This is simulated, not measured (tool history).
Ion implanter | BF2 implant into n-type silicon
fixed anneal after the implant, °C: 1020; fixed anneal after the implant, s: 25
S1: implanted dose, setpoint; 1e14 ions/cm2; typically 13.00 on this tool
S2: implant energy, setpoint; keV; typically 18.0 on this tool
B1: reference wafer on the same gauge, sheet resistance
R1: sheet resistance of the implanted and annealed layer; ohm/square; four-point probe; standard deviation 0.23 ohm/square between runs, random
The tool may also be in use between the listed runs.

{"run": 1, "hour": 0.0, "S1": 13.0, "S2": 20.5, "B1": 140.0, "R1": 145.67}
{"run": 2, "hour": 7.9, "S1": 13.0, "S2": 19.5, "B1": 139.95, "R1": 148.15}
{"run": 3, "hour": 61.1, "S1": 13.0, "S2": 18.0, "B1": 140.01, "R1": 151.62}
{"run": 4, "hour": 68.2, "S1": 13.0, "S2": 18.0, "B1": 139.99, "R1": 151.32}
{"run": 5, "hour": 75.5, "S1": 13.0, "S2": 18.0, "B1": 139.94, "R1": 151.37}
{"run": 6, "hour": 83.6, "S1": 13.0, "S2": 18.0, "B1": 140.0, "R1": 151.85}
{"run": 7, "hour": 98.8, "S1": 13.0, "S2": 16.0, "B1": 140.0, "R1": 157.05}
{"run": 8, "hour": 115.7, "S1": 13.0, "S2": 16.0, "B1": 140.01, "R1": 157.11}
{"run": 9, "hour": 129.9, "S1": 13.0, "S2": 18.0, "B1": 139.96, "R1": 151.95}
{"run": 10, "hour": 147.8, "S1": 13.0, "S2": 18.0, "B1": 139.98, "R1": 151.25}
{"run": 11, "hour": 159.2, "S1": 13.0, "S2": 18.0, "B1": 139.97, "R1": 151.47}
{"hour": 173.0, "done": "extraction supply calibrated"}
{"run": 12, "hour": 174.9, "S1": 13.0, "S2": 18.0, "B1": 140.02, "R1": 151.4}
{"hour": 188.0, "done": "Faraday cup replaced and dose calibrated"}
{"run": 13, "hour": 191.3, "S1": 13.0, "S2": 18.0, "B1": 139.98, "R1": 151.8}
{"run": 14, "hour": 208.3, "S1": 13.0, "S2": 18.0, "B1": 140.03, "R1": 151.73}
{"run": 15, "hour": 220.5, "S1": 11.15, "S2": 23.5, "B1": 139.98, "R1": 146.43}
{"run": 16, "hour": 234.8, "S1": 13.0, "S2": 18.0, "B1": 139.99, "R1": 151.39}
{"run": 17, "hour": 246.6, "S1": 10.38, "S2": 14.0, "B1": 139.99, "R1": 176.17}
{"run": 18, "hour": 254.6, "S1": 13.0, "S2": 12.0, "B1": 140.01, "R1": 170.12}
{"run": 19, "hour": 264.0, "S1": 15.72, "S2": 16.0, "B1": 139.96, "R1": 151.0}
{"run": 20, "hour": 281.3, "S1": 11.21, "S2": 18.0, "B1": 140.0, "R1": 159.39}
{"hour": 295.9, "done": "gauge calibrated"}
{"run": 21, "hour": 297.8, "S1": 13.0, "S2": 18.0, "B1": 140.0, "R1": 151.71}
{"run": 22, "hour": 313.0, "S1": 13.0, "S2": 12.0, "B1": 139.99, "R1": 169.71}
{"run": 23, "hour": 330.8, "S1": 16.55, "S2": 12.5, "B1": 140.0, "R1": 160.7}

Run 24 comes next. What will it give?
{"run": 24, "hour": 348.1, "S1": 13.0, "S2": 23.0, "B1": "?", "R1": "?"}

{"run 24": {"B1": 140.02, "R1": 139.49}}
With no hidden state in the tool, this same run would have given R1 139.49 ohm/square.

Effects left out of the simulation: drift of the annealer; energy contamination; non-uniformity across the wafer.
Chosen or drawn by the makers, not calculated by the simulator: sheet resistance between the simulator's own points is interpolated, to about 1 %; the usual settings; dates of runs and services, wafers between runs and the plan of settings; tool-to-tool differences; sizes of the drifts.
